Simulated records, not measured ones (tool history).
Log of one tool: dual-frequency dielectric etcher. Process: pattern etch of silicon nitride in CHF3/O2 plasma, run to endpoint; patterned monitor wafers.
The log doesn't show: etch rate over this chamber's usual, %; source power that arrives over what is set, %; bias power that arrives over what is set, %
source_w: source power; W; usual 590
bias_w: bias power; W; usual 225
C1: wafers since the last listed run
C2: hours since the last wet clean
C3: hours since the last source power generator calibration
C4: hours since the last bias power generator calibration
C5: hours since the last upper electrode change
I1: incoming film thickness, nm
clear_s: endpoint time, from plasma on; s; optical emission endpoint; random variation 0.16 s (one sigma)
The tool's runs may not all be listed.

run 1 hour=0 | source_w=640 bias_w=225 | C1=0 C2=389.8 C3=3596 C4=4229.1 C5=4661.2 | I1=84.3 | clear_s=49.2
run 2 hour=8 | source_w=590 bias_w=245 | C1=116 C2=397.8 C3=3604 C4=4237.1 C5=4669.2 | I1=85.4 | clear_s=50.4
run 3 hour=21.8 | source_w=590 bias_w=245 | C1=201 C2=411.6 C3=3617.8 C4=4250.9 C5=4683 | I1=84.7 | clear_s=49.7
-- hour=34.7 source power generator calibrated
run 4 hour=35.2 | source_w=590 bias_w=245 | C1=137 C2=425 C3=0.5 C4=4264.3 C5=4696.4 | I1=85.1 | clear_s=49.8
run 5 hour=51.4 | source_w=590 bias_w=225 | C1=236 C2=441.2 C3=16.7 C4=4280.5 C5=4712.6 | I1=85.4 | clear_s=52.3
run 6 hour=101.4 | source_w=590 bias_w=225 | C1=730 C2=491.2 C3=66.7 C4=4330.5 C5=4762.6 | I1=84.5 | clear_s=51.6
-- hour=111.2 bias power generator calibrated
run 7 hour=111.7 | source_w=590 bias_w=225 | C1=91 C2=501.5 C3=77 C4=0.5 C5=4772.9 | I1=84.1 | clear_s=51.1
run 8 hour=121.9 | source_w=590 bias_w=266 | C1=148 C2=511.7 C3=87.2 C4=10.7 C5=4783.1 | I1=84.6 | clear_s=47.6
run 9 hour=132.2 | source_w=590 bias_w=225 | C1=150 C2=522 C3=97.5 C4=21 C5=4793.4 | I1=85.3 | clear_s=51.9
-- hour=161.7 upper electrode replaced
run 10 hour=162.2 | source_w=590 bias_w=225 | C1=87 C2=552 C3=127.5 C4=51 C5=0.5 | I1=83.7 | clear_s=50.7
run 11 hour=162.5 | source_w=590 bias_w=225 | C1=4 C2=552.3 C3=127.8 C4=51.3 C5=0.8 | I1=84.5 | clear_s=51.5
run 12 hour=162.9 | source_w=660 bias_w=203 | C1=5 C2=552.7 C3=128.2 C4=51.7 C5=1.2 | I1=85.5 | clear_s=50.6
run 13 hour=163.2 | source_w=590 bias_w=176 | C1=4 C2=553 C3=128.5 C4=52 C5=1.5 | I1=84.5 | clear_s=57.9
-- hour=192.5 wet clean of the chamber
run 14 hour=193 | source_w=530 bias_w=260 | C1=84 C2=0.5 C3=158.3 C4=81.8 C5=31.3 | I1=85 | clear_s=53.4
run 15 hour=193.3 | source_w=590 bias_w=266 | C1=4 C2=0.8 C3=158.6 C4=82.1 C5=31.6 | I1=85 | clear_s=49.5
run 16 hour=193.6 | source_w=670 bias_w=179 | C1=4 C2=1.1 C3=158.9 C4=82.4 C5=31.9 | I1=85.2 | clear_s=55.3
run 17 hour=198.3 | source_w=590 bias_w=267 | C1=68 C2=5.8 C3=163.6 C4=87.1 C5=36.6 | I1=85.7 | clear_s=49.5
run 18 hour=221.8 | source_w=710 bias_w=267 | C1=343 C2=29.3 C3=187.1 C4=110.6 C5=60.1 | I1=84.5 | clear_s=44.1
run 19 hour=233.9 | source_w=590 bias_w=225 | C1=176 C2=41.4 C3=199.2 C4=122.7 C5=72.2 | I1=84.3 | clear_s=52.8
run 20 hour=241.7 | source_w=540 bias_w=225 | C1=113 C2=49.2 C3=207 C4=130.5 C5=80 | I1=85.1 | clear_s=56.3
run 21 hour=253.4 | source_w=590 bias_w=203 | C1=170 C2=60.9 C3=218.7 C4=142.2 C5=91.7 | I1=84.5 | clear_s=55.8
run 22 hour=260.3 | source_w=530 bias_w=189 | C1=100 C2=67.8 C3=225.6 C4=149.1 C5=98.6 | I1=84.9 | clear_s=62.1
run 23 hour=271.5 | source_w=640 bias_w=225 | C1=163 C2=79 C3=236.8 C4=160.3 C5=109.8 | I1=84.2 | clear_s=50.1
run 24 hour=278.8 | source_w=450 bias_w=172 | C1=106 C2=86.3 C3=244.1 C4=167.6 C5=117.1 | I1=85 | clear_s=73.2
run 25 hour=319.7 | source_w=440 bias_w=208 | C1=597 C2=127.2 C3=285 C4=208.5 C5=158 | I1=84.7 | clear_s=66.9
run 26 hour=330.6 | source_w=540 bias_w=225 | C1=159 C2=138.1 C3=295.9 C4=219.4 C5=168.9 | I1=85.6 | clear_s=56.4
run 27 hour=343.2 | source_w=510 bias_w=187 | C1=183 C2=150.7 C3=308.5 C4=232 C5=181.5 | I1=85.3 | clear_s=63.5
run 28 hour=350.2 | source_w=590 bias_w=225 | C1=102 C2=157.7 C3=315.5 C4=239 C5=188.5 | I1=84.9 | clear_s=52.8
run 29 hour=357.8 | source_w=670 bias_w=280 | C1=110 C2=165.3 C3=323.1 C4=246.6 C5=196.1 | I1=85.1 | clear_s=44.2
run 30 hour=370.6 | source_w=480 bias_w=261 | C1=186 C2=178.1 C3=335.9 C4=259.4 C5=208.9 | I1=84.2 | clear_s=56
run 31 hour=386.1 | source_w=670 bias_w=280 | C1=226 C2=193.6 C3=351.4 C4=274.9 C5=224.4 | I1=84.8 | clear_s=43.8
run 32 hour=397.6 | source_w=540 bias_w=225 | C1=167 C2=205.1 C3=362.9 C4=286.4 C5=235.9 | I1=84.2 | clear_s=55.3
run 33 hour=407.8 | source_w=510 bias_w=202 | C1=148 C2=215.3 C3=373.1 C4=296.6 C5=246.1 | I1=84 | clear_s=60
run 34 hour=415 | source_w=590 bias_w=225 | C1=105 C2=222.5 C3=380.3 C4=303.8 C5=253.3 | I1=84.6 | clear_s=52.6
run 35 hour=426.4 | source_w=590 bias_w=225 | C1=166 C2=233.9 C3=391.7 C4=315.2 C5=264.7 | I1=85.3 | clear_s=52.7

Hidden state at the last listed run before each entry between runs and at the first one after, where it differs:
Between runs 3 and 4: source power generator calibrated (hour 34.7)
  etch rate over this chamber's usual, %: 3.11 -> 3.22
  measured less the result without the state, clear_s: -1.5 -> -1.6 s
Between runs 6 and 7: bias power generator calibrated (hour 111.2)
  etch rate over this chamber's usual, %: 3.74 -> 3.82
  measured less the result without the state, clear_s: -1.9 -> -1.9 s
Between runs 9 and 10: upper electrode replaced (hour 161.7)
  etch rate over this chamber's usual, %: 3.98 -> 4.22
  measured less the result without the state, clear_s: -2 -> -2.2 s
Between runs 13 and 14: wet clean of the chamber (hour 192.5)
  etch rate over this chamber's usual, %: 4.23 -> 0.373
  measured less the result without the state, clear_s: -2.5 -> -0.2 s
